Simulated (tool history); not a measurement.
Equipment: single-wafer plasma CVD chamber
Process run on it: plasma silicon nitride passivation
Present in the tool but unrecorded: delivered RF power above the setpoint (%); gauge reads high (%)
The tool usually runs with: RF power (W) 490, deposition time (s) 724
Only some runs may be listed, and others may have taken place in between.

run,day,RF power (W),deposition time (s),wafers since the last listed run,hours since the last RF generator calibration,hours since the showerhead was replaced,hours since the gauge calibration,"read-back reference wafer on the same gauge, thickness_nm",mean film thickness on the monitor wafer (Å)
1,0,490,775,0,600.4,7670.2,266.2,1239.389,11775.38
2,2.112,490,775,159,651.1,7720.9,316.9,1240.543,11749.14
3,3.271,490,775,87,678.9,7748.7,344.7,1240.167,11712.98
4,4.742,490,794,111,714.2,7784,380,1239.802,12048.46
5,6.425,490,794,127,754.6,7824.4,420.4,1239.837,11975.27
6,7.5,490,794,81,780.4,7850.2,446.2,1240.833,11983.37
7,8.571,490,724,81,806.1,7875.9,471.9,1241.846,10906.95
8,10.338,490,724,133,848.5,7918.3,514.3,1238.997,10898.79
9,11.562,425,724,92,877.9,7947.7,543.7,1240.325,10535.92
10,12.992,555,802,108,912.2,7982,578,1239.923,12510.92
11,16.183,555,802,241,988.8,8058.6,654.6,1239.595,12420.33
12,19.046,570,630,216,1057.5,8127.3,723.3,1239.575,9862.1
13,21.142,490,809,158,1107.8,8177.6,773.6,1239.382,12140.59
# day 22.167: RF generator calibrated
14,23.079,440,607,121,21.9,8224.1,820.1,1239.339,9102.47
# day 23.346: gauge calibrated
15,24.479,575,809,105,55.5,8257.7,27.2,1239.819,12893.44
16,27.308,570,632,214,123.4,8325.6,95.1,1240.617,10041.31
17,29.633,490,724,175,179.2,8381.4,150.9,1239.906,11082.65
# day 31.65: showerhead replaced
18,31.896,575,645,145,233.5,5.9,205.2,1238.924,10229.52
19,32.962,395,664,80,259.1,31.5,230.8,1239.352,9618.17
20,35.554,575,590,196,321.3,93.7,293,1240.195,9372.9
21,37.079,490,794,115,357.9,130.3,329.6,1240.453,12117.79
22,39.683,445,768,197,420.4,192.8,392.1,1240.157,11389.42
23,42.488,425,587,212,487.7,260.1,459.4,1240.5,8592.7

Consider 4 possible next runs. They are alternatives, not a sequence: every one starts from the tool as it was left by run 23. What does each give?
A,42.512,490,620,1,488.3,260.7,460,?,?
B,42.512,490,850,1,488.3,260.7,460,?,?
C,42.512,560,651,1,488.3,260.7,460,?,?
D,42.512,490,638,1,488.3,260.7,460,?,?

run,"read-back reference wafer on the same gauge, thickness_nm",mean film thickness on the monitor wafer (Å)
A,1239.407,9405.44
B,1239.407,12894.56
C,1239.407,10224.28
D,1239.407,9678.5
What these runs would have given with no unlogged condition in the tool:
run,mean film thickness on the monitor wafer (Å)
A,9511.83
B,13040.41
C,10339.93
D,9787.98
